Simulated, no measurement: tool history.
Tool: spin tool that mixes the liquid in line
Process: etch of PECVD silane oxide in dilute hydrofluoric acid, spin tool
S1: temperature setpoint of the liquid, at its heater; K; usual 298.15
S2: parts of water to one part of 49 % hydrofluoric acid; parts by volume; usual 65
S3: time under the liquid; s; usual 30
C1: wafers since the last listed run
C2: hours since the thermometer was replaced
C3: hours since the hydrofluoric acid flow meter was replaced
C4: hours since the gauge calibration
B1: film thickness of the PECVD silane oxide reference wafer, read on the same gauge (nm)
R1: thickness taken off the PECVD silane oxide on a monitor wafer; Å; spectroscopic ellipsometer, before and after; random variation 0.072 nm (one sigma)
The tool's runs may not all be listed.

{"run": 1, "day": 0.0, "S1": 298.15, "S2": 65, "S3": 30, "C1": 0, "C2": 511.1, "C3": 1400.4, "C4": 10.6, "B1": 39.99, "R1": 97.2}
{"run": 2, "day": 0.417, "S1": 298.15, "S2": 65, "S3": 30, "C1": 109, "C2": 521.1, "C3": 1410.4, "C4": 20.6, "B1": 39.96, "R1": 98.2}
{"run": 3, "day": 0.912, "S1": 298.15, "S2": 65, "S3": 30, "C1": 130, "C2": 533, "C3": 1422.3, "C4": 32.5, "B1": 40.01, "R1": 97.4}
{"run": 4, "day": 1.183, "S1": 302.15, "S2": 65, "S3": 30, "C1": 71, "C2": 539.5, "C3": 1428.8, "C4": 39, "B1": 39.99, "R1": 113.6}
{"run": 5, "day": 1.667, "S1": 302.15, "S2": 65, "S3": 30, "C1": 127, "C2": 551.1, "C3": 1440.4, "C4": 50.6, "B1": 39.99, "R1": 115.8}
{"run": 6, "day": 2.142, "S1": 302.15, "S2": 65, "S3": 30, "C1": 124, "C2": 562.5, "C3": 1451.8, "C4": 62, "B1": 40.04, "R1": 117.2}
{"run": 7, "day": 2.738, "S1": 298.15, "S2": 65, "S3": 30, "C1": 156, "C2": 576.8, "C3": 1466.1, "C4": 76.3, "B1": 40, "R1": 98.5}
{"run": 8, "day": 3.471, "S1": 298.15, "S2": 65, "S3": 30, "C1": 192, "C2": 594.4, "C3": 1483.7, "C4": 93.9, "B1": 40.01, "R1": 98.6}
{"run": 9, "day": 3.938, "S1": 298.15, "S2": 65, "S3": 30, "C1": 122, "C2": 605.6, "C3": 1494.9, "C4": 105.1, "B1": 40, "R1": 98.6}
{"run": 10, "day": 4.296, "S1": 298.15, "S2": 65, "S3": 40, "C1": 94, "C2": 614.2, "C3": 1503.5, "C4": 113.7, "B1": 40.03, "R1": 131.6}
{"run": 11, "day": 4.946, "S1": 298.15, "S2": 65, "S3": 30, "C1": 170, "C2": 629.8, "C3": 1519.1, "C4": 129.3, "B1": 39.98, "R1": 98.1}
{"day": 5.262, "done": "hydrofluoric acid flow meter replaced"}
{"day": 5.338, "done": "gauge calibrated"}
{"run": 12, "day": 6.454, "S1": 298.15, "S2": 55, "S3": 20, "C1": 385, "C2": 666, "C3": 28.6, "C4": 26.8, "B1": 40.03, "R1": 69}
{"run": 13, "day": 6.921, "S1": 294.65, "S2": 65, "S3": 30, "C1": 122, "C2": 677.2, "C3": 39.8, "C4": 38, "B1": 40, "R1": 74.1}
{"day": 7.05, "done": "thermometer replaced"}
{"run": 14, "day": 7.629, "S1": 294.65, "S2": 90, "S3": 45, "C1": 175, "C2": 13.9, "C3": 56.8, "C4": 55, "B1": 39.98, "R1": 78.7}
{"run": 15, "day": 8.267, "S1": 298.15, "S2": 45, "S3": 35, "C1": 167, "C2": 29.2, "C3": 72.1, "C4": 70.3, "B1": 39.94, "R1": 150.3}
{"run": 16, "day": 8.575, "S1": 300.15, "S2": 75, "S3": 15, "C1": 81, "C2": 36.6, "C3": 79.5, "C4": 77.7, "B1": 40.01, "R1": 40.3}
{"run": 17, "day": 8.867, "S1": 295.15, "S2": 55, "S3": 30, "C1": 76, "C2": 43.6, "C3": 86.5, "C4": 84.7, "B1": 40.02, "R1": 92.4}

Run 18 comes next. What will it give?
{"run": 18, "day": 9.342, "S1": 298.15, "S2": 75, "S3": 45, "C1": 124, "C2": 55, "C3": 97.9, "C4": 96.1, "B1": "?", "R1": "?"}

B1: 39.96
R1: 112.6 Å
Without the tool's hidden state the same run would have given R1 109.9 Å.

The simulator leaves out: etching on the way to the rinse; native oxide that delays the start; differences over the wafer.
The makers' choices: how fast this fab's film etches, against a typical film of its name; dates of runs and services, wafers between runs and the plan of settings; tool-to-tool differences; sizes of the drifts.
